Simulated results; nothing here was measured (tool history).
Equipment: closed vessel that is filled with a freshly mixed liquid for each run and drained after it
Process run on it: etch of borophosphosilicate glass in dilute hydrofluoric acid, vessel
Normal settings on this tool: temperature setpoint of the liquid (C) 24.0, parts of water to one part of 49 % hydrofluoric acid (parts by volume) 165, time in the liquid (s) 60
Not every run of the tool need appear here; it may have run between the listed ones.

| run | day | temperature setpoint of the liquid (C) | parts of water to one part of 49 % hydrofluoric acid (parts by volume) | time in the liquid (s) | read-back film thickness of the borophosphosilicate glass reference wafer, read on the same gauge (nm) | thickness taken off the borophosphosilicate glass on a monitor wafer (Å) |
|---|---|---|---|---|---|---|
| 1 | 0.000 | 24.0 | 165 | 60 | 119.99 | 111.4 |
| 2 | 1.117 | 24.0 | 165 | 60 | 120.01 | 111.5 |
| 3 | 3.788 | 24.0 | 225 | 60 | 120.02 | 76.9 |
|  | 6.200 | gauge calibrated |
| 4 | 11.771 | 24.0 | 165 | 60 | 120.01 | 111.2 |
| 5 | 14.250 | 24.0 | 165 | 60 | 119.98 | 110.5 |
| 6 | 15.492 | 24.0 | 165 | 75 | 120.02 | 138.5 |
| 7 | 17.542 | 22.0 | 165 | 80 | 120.00 | 135.1 |
| 8 | 18.967 | 24.0 | 165 | 60 | 120.06 | 111.3 |
|  | 24.938 | hydrofluoric acid flow meter replaced |
| 9 | 25.179 | 20.5 | 165 | 60 | 119.99 | 105.8 |
| 10 | 27.192 | 20.5 | 165 | 60 | 119.99 | 104.8 |
| 11 | 28.433 | 26.0 | 165 | 60 | 120.01 | 131.4 |
| 12 | 30.988 | 26.0 | 165 | 60 | 119.97 | 131.3 |
| 13 | 35.996 | 24.0 | 165 | 35 | 120.02 | 69.6 |
| 14 | 38.121 | 24.0 | 165 | 35 | 120.01 | 70.5 |
| 15 | 39.675 | 24.0 | 165 | 75 | 120.00 | 148.5 |
| 16 | 41.588 | 24.0 | 165 | 60 | 119.99 | 118.0 |
| 17 | 42.867 | 25.5 | 165 | 45 | 120.04 | 93.5 |
| 18 | 43.925 | 28.5 | 165 | 80 | 119.97 | 186.5 |
| 19 | 45.029 | 24.0 | 165 | 60 | 119.98 | 120.4 |
|  | 47.288 | thermometer replaced |
| 20 | 47.858 | 20.0 | 165 | 30 | 119.98 | 50.9 |
| 21 | 49.867 | 26.0 | 140 | 70 | 119.97 | 181.1 |
| 22 | 52.250 | 27.0 | 120 | 50 | 120.00 | 158.9 |
|  | 52.550 | gauge calibrated |
| 23 | 54.517 | 22.0 | 165 | 50 | 120.02 | 90.0 |
| 24 | 57.300 | 24.0 | 165 | 60 | 119.99 | 119.9 |
| 25 | 59.896 | 24.0 | 130 | 70 | 120.06 | 180.2 |
| 26 | 61.983 | 24.0 | 165 | 60 | 120.02 | 116.1 |
| 27 | 63.825 | 28.5 | 125 | 75 | 120.02 | 237.7 |
| 28 | 66.250 | 22.5 | 95 | 85 | 119.98 | 296.1 |
| 29 | 68.308 | 24.0 | 165 | 60 | 120.02 | 115.9 |
| 30 | 71.246 | 28.5 | 140 | 35 | 119.99 | 97.1 |
| 31 | 72.788 | 24.0 | 165 | 60 | 120.01 | 115.5 |
| 32 | 74.450 | 24.0 | 100 | 60 | 120.01 | 206.3 |

Expected results for the next run?
| 33 | 76.592 | 24.0 | 125 | 45 | ? | ? |

For run 33 the tool returned read-back film thickness of the borophosphosilicate glass reference wafer, read on the same gauge (nm) 119.98, thickness taken off the borophosphosilicate glass on a monitor wafer (Å) 120.0.
Minus the tool's unlogged condition, the same run would have read thickness taken off the borophosphosilicate glass on a monitor wafer (Å) 125.2.
